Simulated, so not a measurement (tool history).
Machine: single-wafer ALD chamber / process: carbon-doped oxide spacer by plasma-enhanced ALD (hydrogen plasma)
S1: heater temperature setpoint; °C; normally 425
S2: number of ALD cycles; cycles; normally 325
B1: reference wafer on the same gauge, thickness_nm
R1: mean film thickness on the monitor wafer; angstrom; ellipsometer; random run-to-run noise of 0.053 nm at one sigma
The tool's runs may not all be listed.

| run | hour | S1 | S2 | B1 | R1 |
|---|---|---|---|---|---|
| 1 | 0.0 | 425 | 325 | 13.048 | 155.23 |
| 2 | 25.9 | 425 | 325 | 13.063 | 156.06 |
| 3 | 58.2 | 425 | 325 | 13.073 | 155.79 |
| 4 | 72.4 | 425 | 325 | 13.095 | 156.45 |
| 5 | 98.0 | 425 | 325 | 13.093 | 156.79 |
| 6 | 121.1 | 431 | 300 | 13.112 | 142.05 |
| 7 | 144.7 | 431 | 300 | 13.121 | 141.19 |
| 8 | 167.8 | 431 | 300 | 13.135 | 141.98 |
| 9 | 195.3 | 425 | 325 | 13.157 | 156.70 |
| 10 | 213.2 | 425 | 325 | 13.160 | 157.51 |
|  | 244.5 | thermocouple changed; heater temperature recalibrated |
| 11 | 245.0 | 425 | 325 | 13.162 | 157.86 |
| 12 | 254.4 | 425 | 375 | 13.181 | 181.39 |
|  | 285.0 | gauge calibrated |
| 13 | 289.6 | 425 | 375 | 13.026 | 179.92 |
| 14 | 305.4 | 440 | 382 | 13.035 | 173.47 |
| 15 | 330.3 | 425 | 325 | 13.042 | 155.44 |
| 16 | 364.7 | 433 | 293 | 13.052 | 137.10 |
| 17 | 381.7 | 432 | 277 | 13.059 | 129.33 |
| 18 | 416.7 | 425 | 325 | 13.084 | 156.54 |
| 19 | 447.6 | 437 | 304 | 13.090 | 140.78 |
| 20 | 461.6 | 414 | 349 | 13.105 | 174.40 |
| 21 | 490.3 | 425 | 380 | 13.101 | 183.46 |
| 22 | 504.9 | 438 | 389 | 13.120 | 178.08 |
| 23 | 534.6 | 437 | 377 | 13.126 | 173.85 |
| 24 | 561.9 | 435 | 346 | 13.138 | 161.67 |
| 25 | 597.0 | 425 | 325 | 13.155 | 157.02 |
| 26 | 631.8 | 416 | 382 | 13.177 | 192.22 |

List, for all runs, the conditions of the tool that the log does not record:
wafer temperature above the value expected at the setpoint (K): 0 across all the runs
H1: gauge reads high (%)
| run | H1 |
|---|---|
| 1 | 0.39 |
| 2 | 0.484 |
| 3 | 0.601 |
| 4 | 0.652 |
| 5 | 0.745 |
| 6 | 0.829 |
| 7 | 0.915 |
| 8 | 0.998 |
| 9 | 1.1 |
| 10 | 1.16 |
| 11 | 1.28 |
| 12 | 1.31 |
| 13 | 0.151 |
| 14 | 0.208 |
| 15 | 0.299 |
| 16 | 0.423 |
| 17 | 0.485 |
| 18 | 0.612 |
| 19 | 0.724 |
| 20 | 0.775 |
| 21 | 0.879 |
| 22 | 0.932 |
| 23 | 1.04 |
| 24 | 1.14 |
| 25 | 1.27 |
| 26 | 1.39 |
